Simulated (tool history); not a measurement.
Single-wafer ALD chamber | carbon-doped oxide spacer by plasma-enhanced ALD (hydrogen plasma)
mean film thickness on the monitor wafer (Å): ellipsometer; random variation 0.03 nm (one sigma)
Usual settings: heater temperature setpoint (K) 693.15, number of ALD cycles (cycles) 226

| run | hour | heater temperature setpoint (K) | number of ALD cycles (cycles) | wafers since the last listed run | hours since the last thermocouple change | hours since the gauge calibration | read-back reference wafer on the same gauge, thickness_nm | mean film thickness on the monitor wafer (Å) |
|---|---|---|---|---|---|---|---|---|
| 1 | 0 | 693.15 | 226 | 0 | 2361.2 | 235.8 | 9.797 | 118.68 |
| 2 | 48.3 | 693.15 | 226 | 91 | 2409.5 | 284.1 | 9.788 | 118.91 |
| 3 | 111.3 | 693.15 | 226 | 119 | 2472.5 | 347.1 | 9.806 | 118.81 |
| 4 | 143.1 | 693.15 | 226 | 60 | 2504.3 | 378.9 | 9.798 | 119.25 |
| 5 | 212.7 | 693.15 | 226 | 131 | 2573.9 | 448.5 | 9.793 | 119.29 |
| 6 | 237.3 | 693.15 | 226 | 46 | 2598.5 | 473.1 | 9.811 | 119.37 |
| 7 | 270.9 | 693.15 | 197 | 63 | 2632.1 | 506.7 | 9.802 | 103.77 |
| 8 | 322.3 | 680.15 | 251 | 97 | 2683.5 | 558.1 | 9.791 | 137.53 |
| 9 | 372.5 | 679.15 | 203 | 95 | 2733.7 | 608.3 | 9.805 | 111.33 |
|  | 403.3 | thermocouple changed; heater temperature recalibrated |
|  | 405.9 | gauge calibrated |
| 10 | 424.1 | 693.15 | 226 | 82 | 20.8 | 18.2 | 9.813 | 119.02 |
| 11 | 481.1 | 683.15 | 198 | 107 | 77.8 | 75.2 | 9.795 | 107 |
| 12 | 531.8 | 693.15 | 264 | 95 | 128.5 | 125.9 | 9.789 | 138.98 |
| 13 | 602.3 | 680.15 | 199 | 133 | 199 | 196.4 | 9.807 | 108.71 |
| 14 | 626.5 | 693.15 | 226 | 45 | 223.2 | 220.6 | 9.794 | 119.1 |

Forecast each of these 5 alternatives for the next run:
| A | 627.2 | 693.15 | 226 | 1 | 223.9 | 221.3 | ? | ? |
| B | 627.2 | 689.15 | 187 | 1 | 223.9 | 221.3 | ? | ? |
| C | 627.2 | 693.15 | 240 | 1 | 223.9 | 221.3 | ? | ? |
| D | 627.2 | 681.15 | 190 | 1 | 223.9 | 221.3 | ? | ? |
| E | 627.2 | 680.15 | 226 | 1 | 223.9 | 221.3 | ? | ? |

| run | read-back reference wafer on the same gauge, thickness_nm | mean film thickness on the monitor wafer (Å) |
|---|---|---|
| A | 9.798 | 118.6 |
| B | 9.798 | 99.3 |
| C | 9.798 | 125.95 |
| D | 9.798 | 103.25 |
| E | 9.798 | 123.17 |
Without the tool's hidden state the same runs would have given:
| run | mean film thickness on the monitor wafer (Å) |
|---|---|
| A | 118.6 |
| B | 99.3 |
| C | 125.95 |
| D | 103.25 |
| E | 123.17 |
